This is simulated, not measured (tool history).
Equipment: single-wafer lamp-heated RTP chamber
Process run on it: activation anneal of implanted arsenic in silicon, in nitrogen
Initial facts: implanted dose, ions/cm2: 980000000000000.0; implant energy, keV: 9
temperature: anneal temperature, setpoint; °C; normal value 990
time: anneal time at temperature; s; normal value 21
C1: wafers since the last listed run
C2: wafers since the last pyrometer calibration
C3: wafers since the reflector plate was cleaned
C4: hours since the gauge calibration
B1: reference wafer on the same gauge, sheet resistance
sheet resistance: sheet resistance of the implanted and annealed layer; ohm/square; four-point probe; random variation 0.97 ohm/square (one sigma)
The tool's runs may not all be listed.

Run 1, day 0.000: usual settings but temperature 968 °C; C1 0; C2 1681; C3 12114; C4 907.6; B1 173.02. Result: sheet resistance 187.76 ohm/square.
Run 2, day 1.992: usual settings; C1 433; C2 2115; C3 12548; C4 955.4; B1 172.99. Result: sheet resistance 170.88 ohm/square.
Run 3, day 3.488: usual settings; C1 325; C2 2441; C3 12873; C4 991.3; B1 172.92. Result: sheet resistance 169.35 ohm/square.
Run 4, day 5.542: usual settings; C1 447; C2 2888; C3 13320; C4 1040.6; B1 173.15. Result: sheet resistance 170.81 ohm/square.
Run 5, day 8.517: usual settings but temperature 1007 °C; C1 647; C2 3535; C3 13968; C4 1112.0; B1 173.02. Result: sheet resistance 157.41 ohm/square.
Run 6, day 9.583: usual settings but temperature 1007 °C; C1 232; C2 3767; C3 14200; C4 1137.6; B1 172.91. Result: sheet resistance 157.20 ohm/square.
Run 7, day 10.708: usual settings but temperature 998 °C; C1 244; C2 4012; C3 14445; C4 1164.6; B1 172.94. Result: sheet resistance 163.56 ohm/square.
Run 8, day 11.954: usual settings but temperature 998 °C; C1 271; C2 4284; C3 14716; C4 1194.5; B1 173.00. Result: sheet resistance 165.39 ohm/square.
Run 9, day 13.929: usual settings; C1 429; C2 4713; C3 15146; C4 1241.9; B1 172.80. Result: sheet resistance 170.77 ohm/square.
At day 14.417: gauge calibrated.
At day 16.046: reflector plate cleaned.
Run 10, day 16.512: usual settings; C1 489; C2 5203; C3 101; C4 50.3; B1 173.06. Result: sheet resistance 171.50 ohm/square.
Run 11, day 18.979: usual settings; C1 536; C2 5740; C3 638; C4 109.5; B1 172.83. Result: sheet resistance 170.08 ohm/square.
Run 12, day 20.133: usual settings; C1 251; C2 5991; C3 889; C4 137.2; B1 172.93. Result: sheet resistance 170.28 ohm/square.
Run 13, day 21.288: usual settings; C1 251; C2 6243; C3 1141; C4 164.9; B1 172.91. Result: sheet resistance 169.87 ohm/square.
Run 14, day 22.521: usual settings; C1 268; C2 6511; C3 1409; C4 194.5; B1 172.84. Result: sheet resistance 170.57 ohm/square.
Run 15, day 25.158: usual settings but temperature 1010 °C, time 15 s; C1 574; C2 7085; C3 1983; C4 257.8; B1 172.71. Result: sheet resistance 164.79 ohm/square.
Run 16, day 26.662: usual settings but temperature 1003 °C, time 13 s; C1 327; C2 7413; C3 2311; C4 293.9; B1 173.06. Result: sheet resistance 173.37 ohm/square.

For run 17, what comes out?
Run 17, day 28.025: usual settings but temperature 1013 °C; C1 296; C2 7709; C3 2607; C4 326.6; B1 ?. Result: sheet resistance ?.

{"run 17": {"B1": 173.28, "sheet resistance": 151.6}}
With no hidden state in the tool, this same run would have given sheet resistance 151.60 ohm/square.
